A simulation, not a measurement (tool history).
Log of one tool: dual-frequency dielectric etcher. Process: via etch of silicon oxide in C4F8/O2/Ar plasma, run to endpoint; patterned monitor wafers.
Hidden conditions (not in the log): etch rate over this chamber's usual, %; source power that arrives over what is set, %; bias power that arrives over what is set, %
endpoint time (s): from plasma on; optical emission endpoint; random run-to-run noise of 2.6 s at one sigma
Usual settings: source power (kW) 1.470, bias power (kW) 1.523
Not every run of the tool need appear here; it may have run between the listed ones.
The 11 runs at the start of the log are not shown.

run,hour,source power (kW),bias power (kW),wafers since the last listed run,hours since the last wet clean,hours since the last source power generator calibration,hours since the last bias power generator calibration,hours since the last upper electrode change,"incoming incoming film thickness, nm",endpoint time (s)
12,784.1,1.470,1.677,201,67.6,1654.3,3061.1,5664.9,1683.5,421.6
13,836.5,1.470,1.677,253,120.0,1706.7,3113.5,5717.3,1670.6,423.0
14,910.3,1.470,1.677,356,193.8,1780.5,3187.3,5791.1,1643.3,420.2
15,966.3,1.470,1.523,270,249.8,1836.5,3243.3,5847.1,1645.3,430.4
# hour 1004.8: upper electrode replaced
16,1005.7,1.310,1.291,74,289.2,1875.9,3282.7,0.9,1665.8,477.1
# hour 1080.3: source power generator calibrated
# hour 1107.8: wet clean of the chamber
17,1279.2,1.810,1.523,1185,171.4,198.9,3556.2,274.4,1664.3,391.6
# hour 1292.8: bias power generator calibrated
18,1356.1,1.470,1.523,352,248.3,275.8,63.3,351.3,1663.7,436.8
19,1433.4,1.830,1.299,373,325.6,353.1,140.6,428.6,1672.5,405.3
20,1474.8,1.100,1.714,199,367.0,394.5,182.0,470.0,1658.9,493.2
# hour 1520.8: wet clean of the chamber
21,1567.7,1.220,1.809,332,46.9,487.4,274.9,562.9,1671.3,448.1
22,1623.8,1.200,1.523,270,103.0,543.5,331.0,619.0,1671.9,476.9
23,1688.2,1.100,1.891,311,167.4,607.9,395.4,683.4,1662.8,471.4
24,1784.5,1.470,1.649,465,263.7,704.2,491.7,779.7,1646.5,429.8
25,1821.7,1.600,1.390,179,300.9,741.4,528.9,816.9,1675.4,431.4
26,1881.9,1.230,1.831,290,361.1,801.6,589.1,877.1,1666.8,458.4
27,1955.7,1.470,1.523,356,434.9,875.4,662.9,950.9,1666.2,440.4
# hour 1982.8: wet clean of the chamber
28,2018.6,1.470,1.392,187,35.8,938.3,725.8,1013.8,1670.4,429.9
29,2094.1,1.470,1.523,364,111.3,1013.8,801.3,1089.3,1669.1,428.1
30,2159.7,1.670,1.241,316,176.9,1079.4,866.9,1154.9,1657.8,415.6

Here are 3 independent what-if runs from the current tool condition. What would each one return?
A,2160.2,1.790,1.523,2,177.4,1079.9,867.4,1155.4,1664.0,?
B,2160.2,1.800,1.804,2,177.4,1079.9,867.4,1155.4,1664.0,?
C,2160.2,1.230,1.302,2,177.4,1079.9,867.4,1155.4,1664.0,?

run,endpoint time (s)
A,390.7
B,376.0
C,481.4
The same runs, with their run-to-run variation unchanged, on a tool lacking any hidden condition would have given:
run,endpoint time (s)
A,385.3
B,370.7
C,474.6
